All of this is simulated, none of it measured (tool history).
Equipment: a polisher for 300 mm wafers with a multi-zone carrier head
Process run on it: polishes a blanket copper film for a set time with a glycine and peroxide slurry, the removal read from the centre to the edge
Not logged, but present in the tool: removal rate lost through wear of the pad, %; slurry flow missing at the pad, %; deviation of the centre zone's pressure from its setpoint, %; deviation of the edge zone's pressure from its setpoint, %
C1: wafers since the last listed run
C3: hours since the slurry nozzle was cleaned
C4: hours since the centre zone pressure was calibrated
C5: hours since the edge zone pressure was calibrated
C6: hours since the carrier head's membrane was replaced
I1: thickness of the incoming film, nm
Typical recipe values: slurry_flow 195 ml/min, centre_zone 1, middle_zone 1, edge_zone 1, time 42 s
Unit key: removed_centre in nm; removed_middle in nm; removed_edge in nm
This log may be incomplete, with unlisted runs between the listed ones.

{"run": 1, "day": 0.0, "slurry_flow": 195, "centre_zone": 1, "middle_zone": 1, "edge_zone": 1, "time": 42, "C1": 0, "wafers polished on this pad": 412, "C3": 11.5, "C4": 260.4, "C5": 619.3, "C6": 1840.5, "I1": 2171.1, "removed_centre": 228.4, "removed_middle": 228.4, "removed_edge": 224.7}
{"run": 2, "day": 0.888, "slurry_flow": 195, "centre_zone": 1, "middle_zone": 1, "edge_zone": 1, "time": 42, "C1": 261, "wafers polished on this pad": 673, "C3": 32.8, "C4": 281.7, "C5": 640.6, "C6": 1861.8, "I1": 2201.4, "removed_centre": 230.1, "removed_middle": 228.7, "removed_edge": 225.2}
{"run": 3, "day": 1.921, "slurry_flow": 240, "centre_zone": 0.94, "middle_zone": 1, "edge_zone": 1, "time": 42, "C1": 304, "wafers polished on this pad": 977, "C3": 57.6, "C4": 306.5, "C5": 665.4, "C6": 1886.6, "I1": 2224.5, "removed_centre": 223.8, "removed_middle": 234.1, "removed_edge": 228.1}
{"run": 4, "day": 2.55, "slurry_flow": 240, "centre_zone": 0.94, "middle_zone": 1, "edge_zone": 1, "time": 42, "C1": 185, "wafers polished on this pad": 1162, "C3": 72.7, "C4": 321.6, "C5": 680.5, "C6": 1901.7, "I1": 2196.5, "removed_centre": 221.4, "removed_middle": 233.6, "removed_edge": 231.6}
{"run": 5, "day": 3.233, "slurry_flow": 195, "centre_zone": 1, "middle_zone": 0.91, "edge_zone": 1, "time": 42, "C1": 201, "wafers polished on this pad": 1363, "C3": 89.1, "C4": 338, "C5": 696.9, "C6": 1918.1, "I1": 2208.9, "removed_centre": 224.5, "removed_middle": 211.7, "removed_edge": 223.5}
{"day": 4.55, "done": "worn pad replaced by a new one"}
{"day": 6.767, "done": "carrier head's membrane replaced by a new one"}
{"run": 6, "day": 7.033, "slurry_flow": 195, "centre_zone": 1, "middle_zone": 1, "edge_zone": 1, "time": 42, "C1": 1008, "wafers polished on this pad": 669, "C3": 180.3, "C4": 429.2, "C5": 788.1, "C6": 6.4, "I1": 2200.5, "removed_centre": 211, "removed_middle": 214.8, "removed_edge": 213}
{"run": 7, "day": 7.646, "slurry_flow": 195, "centre_zone": 1, "middle_zone": 1.03, "edge_zone": 1, "time": 42, "C1": 180, "wafers polished on this pad": 849, "C3": 195, "C4": 443.9, "C5": 802.8, "C6": 21.1, "I1": 2158, "removed_centre": 206.6, "removed_middle": 220.8, "removed_edge": 211.6}
{"day": 8.6, "done": "edge zone pressure recalibrated"}
{"run": 8, "day": 8.621, "slurry_flow": 195, "centre_zone": 1, "middle_zone": 1.03, "edge_zone": 1, "time": 42, "C1": 262, "wafers polished on this pad": 1112, "C3": 218.4, "C4": 467.3, "C5": 0.5, "C6": 44.5, "I1": 2210, "removed_centre": 200.3, "removed_middle": 207.7, "removed_edge": 200.5}
{"day": 9.154, "done": "slurry nozzle cleaned"}
{"day": 10.083, "done": "worn pad replaced by a new one"}
{"run": 9, "day": 10.104, "slurry_flow": 195, "centre_zone": 1, "middle_zone": 1.03, "edge_zone": 1, "time": 42, "C1": 375, "wafers polished on this pad": 6, "C3": 22.8, "C4": 502.9, "C5": 36.1, "C6": 80.1, "I1": 2179.4, "removed_centre": 229.3, "removed_middle": 237.1, "removed_edge": 224}
{"day": 11.025, "done": "centre zone pressure recalibrated"}
{"run": 10, "day": 13.529, "slurry_flow": 195, "centre_zone": 1, "middle_zone": 0.94, "edge_zone": 1, "time": 42, "C1": 983, "wafers polished on this pad": 990, "C3": 105, "C4": 60.1, "C5": 118.3, "C6": 162.3, "I1": 2160, "removed_centre": 224.2, "removed_middle": 213.9, "removed_edge": 227.5}
{"run": 11, "day": 14.492, "slurry_flow": 195, "centre_zone": 1, "middle_zone": 1.1, "edge_zone": 1.07, "time": 29, "C1": 283, "wafers polished on this pad": 1273, "C3": 128.1, "C4": 83.2, "C5": 141.4, "C6": 185.4, "I1": 2167, "removed_centre": 152.4, "removed_middle": 170.7, "removed_edge": 155.6}
{"day": 16.483, "done": "worn pad replaced by a new one"}
{"run": 12, "day": 16.638, "slurry_flow": 195, "centre_zone": 1, "middle_zone": 0.9, "edge_zone": 0.89, "time": 48, "C1": 582, "wafers polished on this pad": 45, "C3": 179.6, "C4": 134.7, "C5": 192.9, "C6": 236.9, "I1": 2206.8, "removed_centre": 247.7, "removed_middle": 232.4, "removed_edge": 240.3}
{"day": 17.175, "done": "slurry nozzle cleaned"}
{"run": 13, "day": 17.421, "slurry_flow": 165, "centre_zone": 1, "middle_zone": 1, "edge_zone": 1, "time": 57, "C1": 218, "wafers polished on this pad": 264, "C3": 5.9, "C4": 153.5, "C5": 211.7, "C6": 255.7, "I1": 2196.5, "removed_centre": 302.1, "removed_middle": 312.3, "removed_edge": 297.7}
{"run": 14, "day": 18.138, "slurry_flow": 195, "centre_zone": 1.04, "middle_zone": 1, "edge_zone": 0.92, "time": 42, "C1": 210, "wafers polished on this pad": 475, "C3": 23.1, "C4": 170.7, "C5": 228.9, "C6": 272.9, "I1": 2187.9, "removed_centre": 243.4, "removed_middle": 228.3, "removed_edge": 222.3}
{"run": 15, "day": 19.483, "slurry_flow": 195, "centre_zone": 1, "middle_zone": 1, "edge_zone": 1, "time": 56, "C1": 396, "wafers polished on this pad": 871, "C3": 55.4, "C4": 203, "C5": 261.2, "C6": 305.2, "I1": 2183.6, "removed_centre": 303.7, "removed_middle": 311.3, "removed_edge": 303.4}
{"run": 16, "day": 20.362, "slurry_flow": 170, "centre_zone": 0.92, "middle_zone": 0.92, "edge_zone": 1, "time": 55, "C1": 258, "wafers polished on this pad": 1130, "C3": 76.5, "C4": 224.1, "C5": 282.3, "C6": 326.3, "I1": 2182.5, "removed_centre": 267.7, "removed_middle": 275, "removed_edge": 286.1}
{"run": 17, "day": 21.721, "slurry_flow": 195, "centre_zone": 1, "middle_zone": 1, "edge_zone": 1, "time": 42, "C1": 399, "wafers polished on this pad": 1530, "C3": 109.1, "C4": 256.7, "C5": 314.9, "C6": 358.9, "I1": 2215.9, "removed_centre": 226.6, "removed_middle": 225.3, "removed_edge": 228.5}
{"day": 22.392, "done": "worn pad replaced by a new one"}
{"run": 18, "day": 22.65, "slurry_flow": 195, "centre_zone": 1, "middle_zone": 1, "edge_zone": 1, "time": 42, "C1": 224, "wafers polished on this pad": 76, "C3": 131.4, "C4": 279, "C5": 337.2, "C6": 381.2, "I1": 2176, "removed_centre": 226.2, "removed_middle": 221.5, "removed_edge": 226.5}
{"run": 19, "day": 24.029, "slurry_flow": 235, "centre_zone": 1.08, "middle_zone": 0.89, "edge_zone": 1, "time": 37, "C1": 406, "wafers polished on this pad": 482, "C3": 164.5, "C4": 312.1, "C5": 370.3, "C6": 414.3, "I1": 2164.5, "removed_centre": 214.6, "removed_middle": 183.6, "removed_edge": 198.9}
{"run": 20, "day": 24.7, "slurry_flow": 195, "centre_zone": 1, "middle_zone": 0.96, "edge_zone": 1, "time": 42, "C1": 197, "wafers polished on this pad": 679, "C3": 180.6, "C4": 328.2, "C5": 386.4, "C6": 430.4, "I1": 2187.4, "removed_centre": 214.6, "removed_middle": 212.2, "removed_edge": 217.6}
{"run": 21, "day": 25.5, "slurry_flow": 195, "centre_zone": 1, "middle_zone": 0.94, "edge_zone": 1.07, "time": 42, "C1": 235, "wafers polished on this pad": 915, "C3": 199.8, "C4": 347.4, "C5": 405.6, "C6": 449.6, "I1": 2174.5, "removed_centre": 211.9, "removed_middle": 206.8, "removed_edge": 222.2}
{"day": 25.796, "done": "slurry nozzle cleaned"}
{"run": 22, "day": 26.333, "slurry_flow": 195, "centre_zone": 1, "middle_zone": 1.11, "edge_zone": 0.9, "time": 42, "C1": 233, "wafers polished on this pad": 1148, "C3": 12.9, "C4": 367.4, "C5": 425.6, "C6": 469.6, "I1": 2157.8, "removed_centre": 226.6, "removed_middle": 249.8, "removed_edge": 216.8}

Hidden state at the last listed run before each entry between runs and at the first one after, where it differs:
Runs 5 to 6: worn pad replaced by a new one (day 4.55); carrier head's membrane replaced by a new one (day 6.767)
  slurry flow missing at the pad, %: 12.9 -> 30.8
  measured less the result without the state, removed_centre: -6.2 -> -18.6 nm; removed_middle: -5.2 -> -16.7 nm; removed_edge: -4 -> -11.8 nm
Runs 7 to 8: edge zone pressure recalibrated (day 8.6)
  slurry flow missing at the pad, %: 34.9 -> 41.9
  measured less the result without the state, removed_centre: -22.2 -> -30.3 nm; removed_middle: -21 -> -27.6 nm; removed_edge: -14.3 -> -18.5 nm
Runs 8 to 9: slurry nozzle cleaned (day 9.154); worn pad replaced by a new one (day 10.083)
  slurry flow missing at the pad, %: 41.9 -> 2.76
  measured less the result without the state, removed_centre: -30.3 -> -1.2 nm; removed_middle: -27.6 -> -1.1 nm; removed_edge: -18.5 -> -0.8 nm
Runs 9 to 10: centre zone pressure recalibrated (day 11.025)
  slurry flow missing at the pad, %: 2.76 -> 10.5
  measured less the result without the state, removed_centre: -1.2 -> -4.8 nm; removed_middle: -1.1 -> -4.1 nm; removed_edge: -0.8 -> -3.2 nm
Runs 11 to 12: worn pad replaced by a new one (day 16.483)
  slurry flow missing at the pad, %: 14.4 -> 26
  measured less the result without the state, removed_centre: -4.8 -> -16.9 nm; removed_middle: -4.8 -> -14.1 nm; removed_edge: -3.2 -> -10.4 nm
Runs 12 to 13: slurry nozzle cleaned (day 17.175)
  slurry flow missing at the pad, %: 26 -> 3.28
  measured less the result without the state, removed_centre: -16.9 -> -2.3 nm; removed_middle: -14.1 -> -2.1 nm; removed_edge: -10.4 -> -1.4 nm
Runs 17 to 18: worn pad replaced by a new one (day 22.392)
  slurry flow missing at the pad, %: 12 -> 15.9
  measured less the result without the state, removed_centre: -5.7 -> -8 nm; removed_middle: -5.1 -> -7 nm; removed_edge: -3.7 -> -5.2 nm
Runs 21 to 22: slurry nozzle cleaned (day 25.796)
  slurry flow missing at the pad, %: 32.5 -> 1.95
  measured less the result without the state, removed_centre: -20.3 -> -0.8 nm; removed_middle: -17.4 -> -0.8 nm; removed_edge: -13.4 -> -0.5 nm

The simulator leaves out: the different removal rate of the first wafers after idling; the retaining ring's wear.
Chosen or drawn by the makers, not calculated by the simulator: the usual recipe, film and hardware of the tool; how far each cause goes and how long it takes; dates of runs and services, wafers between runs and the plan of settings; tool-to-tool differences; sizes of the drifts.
